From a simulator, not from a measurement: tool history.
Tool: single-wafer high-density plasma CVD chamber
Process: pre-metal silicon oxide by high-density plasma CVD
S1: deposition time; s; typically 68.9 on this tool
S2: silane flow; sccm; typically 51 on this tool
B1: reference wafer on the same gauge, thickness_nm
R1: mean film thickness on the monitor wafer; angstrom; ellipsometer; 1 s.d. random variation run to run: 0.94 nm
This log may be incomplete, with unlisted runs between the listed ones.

run    hour    S1  S2       B1       R1
  1     0.0  68.9  51  402.010  3568.07
  2    27.0  68.9  51  402.285  3580.10
  3    50.7  68.9  51  401.904  3576.04
  4    63.8  68.9  51  401.981  3550.56
  5    93.0  68.9  53  401.743  3714.95
  6   109.6  68.9  53  402.280  3716.31
  7   140.9  68.9  51  402.390  3578.99
  8   171.8  68.9  51  401.655  3573.31
  9   205.1  68.9  51  401.546  3564.13
 10   294.0  78.8  51  401.988  4082.88
 11   320.1  68.9  51  401.879  3591.54
 12   355.8  60.5  46  401.819  2831.57
 13   378.3  76.5  51  402.384  3971.59
 14   402.4  76.5  51  402.422  3977.71
 15   435.5  68.9  51  402.379  3580.25
 16   467.7  68.9  51  402.403  3583.42
      488.0  -- silane flow controller replaced
 17   498.0  64.8  51  401.965  3157.57
 18   512.5  64.8  51  401.726  3172.65
 19   542.0  64.8  51  401.778  3162.43
 20   567.0  68.9  46  402.252  3055.16
 21   600.0  79.4  51  402.124  3885.51
 22   625.8  68.9  51  402.220  3392.59
 23   651.2  77.9  48  401.770  3601.86
 24   677.8  63.6  61  402.092  3730.47
      686.6  -- gauge calibrated
 25   709.1  68.9  51  402.402  3386.35
 26   736.8  79.6  56  402.213  4297.20
 27   752.3  79.6  56  402.052  4298.29
 28   771.4  79.5  46  401.902  3532.31
 29   793.4  61.0  45  401.833  2657.30
 30   815.9  68.9  51  401.796  3401.98
 31   834.2  68.9  51  401.773  3401.31
 32   869.3  68.9  60  402.107  3994.65
 33   901.3  76.3  56  402.055  4138.78
 34   929.1  63.5  51  401.813  3136.55
 35   956.8  73.7  54  401.941  3871.26
 36   975.5  78.4  55  402.125  4200.26
 37   998.4  68.9  51  401.859  3428.80
 38  1014.1  68.9  51  401.801  3433.63
 39  1029.6  61.6  41  401.874  2457.23
 40  1056.1  64.1  47  402.344  2938.80
 41  1081.8  63.6  61  401.985  3796.72
 42  1145.0  68.9  51  402.044  3430.99

Here are 4 independent what-if runs from the current tool condition. What would each one return?
  A  1145.4  68.9  51   ?   ?
  B  1145.4  75.7  51   ?   ?
  C  1145.4  68.9  44   ?   ?
  D  1145.4  60.1  56   ?   ?

run       B1       R1
  A  402.237  3436.31
  B  402.237  3775.45
  C  402.237  2964.66
  D  402.237  3291.28
With the hidden condition removed and each run's random variation left untouched, the same runs would have given:
run       R1
  A  3384.44
  B  3718.47
  C  2919.91
  D  3241.61
